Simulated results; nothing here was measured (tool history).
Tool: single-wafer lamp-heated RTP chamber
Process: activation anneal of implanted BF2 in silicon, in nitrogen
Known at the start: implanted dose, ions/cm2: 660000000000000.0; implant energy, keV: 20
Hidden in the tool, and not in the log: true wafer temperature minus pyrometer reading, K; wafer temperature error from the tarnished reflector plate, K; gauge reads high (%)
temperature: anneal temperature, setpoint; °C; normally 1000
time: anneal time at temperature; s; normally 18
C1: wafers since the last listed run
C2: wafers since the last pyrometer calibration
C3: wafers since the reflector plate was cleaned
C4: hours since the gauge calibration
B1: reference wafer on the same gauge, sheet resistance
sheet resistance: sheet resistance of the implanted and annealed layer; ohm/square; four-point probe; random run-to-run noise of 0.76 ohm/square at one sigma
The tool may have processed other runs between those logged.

Run 1, hour 0.0: usual settings; C1 0; C2 7478; C3 978; C4 343.4; B1 209.25. Result: sheet resistance 228.56 ohm/square.
At hour 17.4: pyrometer window cleaned and pyrometer calibrated.
Run 2, hour 82.0: usual settings; C1 1250; C2 1091; C3 2229; C4 425.4; B1 209.75. Result: sheet resistance 230.93 ohm/square.
Run 3, hour 184.7: usual settings; C1 1736; C2 2827; C3 3965; C4 528.1; B1 209.49. Result: sheet resistance 230.85 ohm/square.
Run 4, hour 264.7: usual settings but temperature 1008 °C; C1 1352; C2 4179; C3 5317; C4 608.1; B1 209.93. Result: sheet resistance 222.74 ohm/square.
Run 5, hour 313.1: usual settings but temperature 1008 °C; C1 818; C2 4997; C3 6136; C4 656.5; B1 210.03. Result: sheet resistance 223.60 ohm/square.
Run 6, hour 356.8: usual settings but temperature 1008 °C; C1 738; C2 5736; C3 6874; C4 700.2; B1 210.36. Result: sheet resistance 223.52 ohm/square.
Run 7, hour 396.3: usual settings but temperature 980 °C, time 22 s; C1 667; C2 6404; C3 7542; C4 739.7; B1 210.52. Result: sheet resistance 247.63 ohm/square.
At hour 454.7: pyrometer window cleaned and pyrometer calibrated.
Run 8, hour 486.6: usual settings but temperature 980 °C, time 22 s; C1 1391; C2 539; C3 8933; C4 830.0; B1 210.08. Result: sheet resistance 247.09 ohm/square.
Run 9, hour 553.1: usual settings; C1 1124; C2 1663; C3 10058; C4 896.5; B1 210.79. Result: sheet resistance 230.73 ohm/square.
Run 10, hour 651.7: usual settings but temperature 1009 °C; C1 1666; C2 3330; C3 11724; C4 995.1; B1 210.81. Result: sheet resistance 222.70 ohm/square.
Run 11, hour 721.9: usual settings; C1 1186; C2 4517; C3 12911; C4 1065.3; B1 210.88. Result: sheet resistance 231.37 ohm/square.
Run 12, hour 778.6: usual settings; C1 958; C2 5475; C3 13870; C4 1122.0; B1 210.91. Result: sheet resistance 230.22 ohm/square.
At hour 843.0: pyrometer window cleaned and pyrometer calibrated.
At hour 857.9: reflector plate cleaned.
Run 13, hour 860.0: usual settings; C1 1105; C2 151; C3 36; C4 1203.4; B1 211.31. Result: sheet resistance 231.45 ohm/square.
Run 14, hour 937.1: usual settings; C1 1303; C2 1455; C3 1339; C4 1280.5; B1 211.31. Result: sheet resistance 232.23 ohm/square.
Run 15, hour 1034.0: usual settings but temperature 1021 °C, time 28 s; C1 1638; C2 3093; C3 2977; C4 1377.4; B1 211.89. Result: sheet resistance 209.88 ohm/square.
Run 16, hour 1094.1: usual settings; C1 1015; C2 4109; C3 3993; C4 1437.5; B1 211.23. Result: sheet resistance 231.38 ohm/square.
Run 17, hour 1166.7: usual settings but temperature 1024 °C, time 22 s; C1 1227; C2 5336; C3 5220; C4 1510.1; B1 211.84. Result: sheet resistance 212.19 ohm/square.
At hour 1328.1: pyrometer window cleaned and pyrometer calibrated.
Run 18, hour 1376.8: usual settings but temperature 980 °C, time 27 s; C1 3416; C2 823; C3 8637; C4 1720.2; B1 212.30. Result: sheet resistance 245.32 ohm/square.
Run 19, hour 1470.7: usual settings; C1 1587; C2 2410; C3 10224; C4 1814.1; B1 212.86. Result: sheet resistance 233.86 ohm/square.
At hour 1495.8: gauge calibrated.
Run 20, hour 1514.0: usual settings but temperature 984 °C, time 29 s; C1 731; C2 3142; C3 10956; C4 18.2; B1 208.92. Result: sheet resistance 234.14 ohm/square.
At hour 1567.3: reflector plate cleaned.
Run 21, hour 1605.5: usual settings but temperature 977 °C, time 26 s; C1 1411; C2 4554; C3 645; C4 109.7; B1 208.86. Result: sheet resistance 243.67 ohm/square.
Run 22, hour 1665.1: usual settings but temperature 984 °C, time 22 s; C1 1007; C2 5561; C3 1653; C4 169.3; B1 209.14. Result: sheet resistance 240.23 ohm/square.
At hour 1725.7: pyrometer window cleaned and pyrometer calibrated.
Run 23, hour 1737.4: usual settings; C1 1086; C2 197; C3 2740; C4 241.6; B1 209.02. Result: sheet resistance 229.83 ohm/square.
Run 24, hour 1817.6: usual settings but temperature 974 °C, time 8 s; C1 1355; C2 1552; C3 4095; C4 321.8; B1 209.06. Result: sheet resistance 272.85 ohm/square.
Run 25, hour 1881.2: usual settings but temperature 984 °C, time 10 s; C1 1075; C2 2627; C3 5171; C4 385.4; B1 209.56. Result: sheet resistance 258.04 ohm/square.
Run 26, hour 1948.0: usual settings; C1 1129; C2 3757; C3 6300; C4 452.2; B1 209.51. Result: sheet resistance 229.24 ohm/square.
Run 27, hour 2010.9: usual settings but temperature 975 °C, time 14 s; C1 1063; C2 4820; C3 7363; C4 515.1; B1 209.86. Result: sheet resistance 261.72 ohm/square.
Run 28, hour 2067.5: usual settings but temperature 980 °C, time 22 s; C1 956; C2 5777; C3 8320; C4 571.7; B1 209.70. Result: sheet resistance 247.55 ohm/square.
Run 29, hour 2121.7: usual settings but temperature 1026 °C, time 14 s; C1 916; C2 6693; C3 9236; C4 625.9; B1 209.55. Result: sheet resistance 215.30 ohm/square.

Consider 4 possible next runs. They are alternatives, not a sequence: every one starts from the tool as it was left by run 29. What does each give?
Run A, hour 2122.1: usual settings; C1 6; C2 6700; C3 9243; C4 626.3; B1 ?. Result: sheet resistance ?.
Run B, hour 2122.1: usual settings but temperature 992 °C, time 27 s; C1 6; C2 6700; C3 9243; C4 626.3; B1 ?. Result: sheet resistance ?.
Run C, hour 2122.1: usual settings but temperature 1018 °C, time 8 s; C1 6; C2 6700; C3 9243; C4 626.3; B1 ?. Result: sheet resistance ?.
Run D, hour 2122.1: usual settings but temperature 972 °C, time 9 s; C1 6; C2 6700; C3 9243; C4 626.3; B1 ?. Result: sheet resistance ?.

run      B1  sheet resistance
  A  209.90            230.07
  B  209.90            230.44
  C  209.90            229.36
  D  209.90            275.85
What these runs would have given with no unlogged condition in the tool:
run  sheet resistance
  A            229.06
  B            229.43
  C            228.35
  D            274.64
